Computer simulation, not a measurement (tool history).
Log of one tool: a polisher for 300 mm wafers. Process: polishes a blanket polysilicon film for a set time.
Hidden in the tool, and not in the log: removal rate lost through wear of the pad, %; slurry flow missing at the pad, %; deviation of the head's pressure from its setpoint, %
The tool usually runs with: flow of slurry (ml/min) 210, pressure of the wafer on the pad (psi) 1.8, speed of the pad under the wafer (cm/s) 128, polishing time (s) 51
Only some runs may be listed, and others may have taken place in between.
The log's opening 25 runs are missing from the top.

run    hour  flow of slurry (ml/min)  pressure of the wafer on the pad (psi)  speed of the pad under the wafer (cm/s)  polishing time (s)  wafers since the last listed run  wafers polished on this pad  hours since the slurry nozzle was cleaned  hours since the head pressure was calibrated  incoming thickness of the incoming film, nm  film removed (angstrom)
 26  1854.0                      160                                     2.3                                      128                  46                               734                         4979                                      197.0                                         876.1                                       1233.5                     4226
 27  1913.2                      275                                     1.8                                      128                  51                               702                         5682                                      256.2                                         935.3                                       1223.4                     4579
     1987.8  -- worn pad replaced by a new one
 28  2012.7                      210                                     1.8                                      128                  51                              1133                          295                                      355.7                                        1034.8                                       1216.3                     4372
 29  2110.3                      210                                     1.8                                      128                  51                              1158                         1454                                      453.3                                        1132.4                                       1219.5                     4385
     2145.3  -- head pressure recalibrated
 30  2208.1                      210                                     1.8                                       98                  51                              1137                         2591                                      551.1                                          62.8                                       1233.6                     3178
     2239.9  -- slurry nozzle cleaned
 31  2244.1                      210                                     1.8                                      128                  51                               415                         3007                                        4.2                                          98.8                                       1240.5                     4120
 32  2319.3                      210                                     1.8                                      128                  51                               892                         3900                                       79.4                                         174.0                                       1216.0                     4140
 33  2381.2                      180                                     1.8                                      128                  51                               734                         4635                                      141.3                                         235.9                                       1247.4                     3970
 34  2471.4                      210                                     1.8                                      128                  51                              1070                         5706                                      231.5                                         326.1                                       1229.6                     4179
     2496.7  -- worn pad replaced by a new one
 35  2510.0                      210                                     1.8                                      128                  51                               410                          158                                      270.1                                         364.7                                       1218.2                     4225
 36  2562.1                      260                                     1.8                                      108                  51                               618                          777                                      322.2                                         416.8                                       1235.2                     3625

Each row is a separate what-if for the run after 36, all from the same tool condition, not one after another. Results?
  A  2562.5                      210                                     1.3                                      128                  51                                 4                          781                                      322.6                                         417.2                                       1227.3                        ?
  B  2562.5                      190                                     1.8                                      128                  51                                 4                          781                                      322.6                                         417.2                                       1227.3                        ?
  C  2562.5                      255                                     1.8                                      154                  51                                 4                          781                                      322.6                                         417.2                                       1227.3                        ?
  D  2562.5                      260                                     2.2                                      128                  39                                 4                          781                                      322.6                                         417.2                                       1227.3                        ?
  E  2562.5                      210                                     2.0                                       96                  51                                 4                          781                                      322.6                                         417.2                                       1227.3                        ?

run  film removed (angstrom)
  A                     3528
  B                     4127
  C                     5266
  D                     3802
  E                     3382
Stripped of hidden state, with their random variation kept, the same runs would have yielded:
run  film removed (angstrom)
  A                     3421
  B                     4001
  C                     5106
  D                     3686
  E                     3279
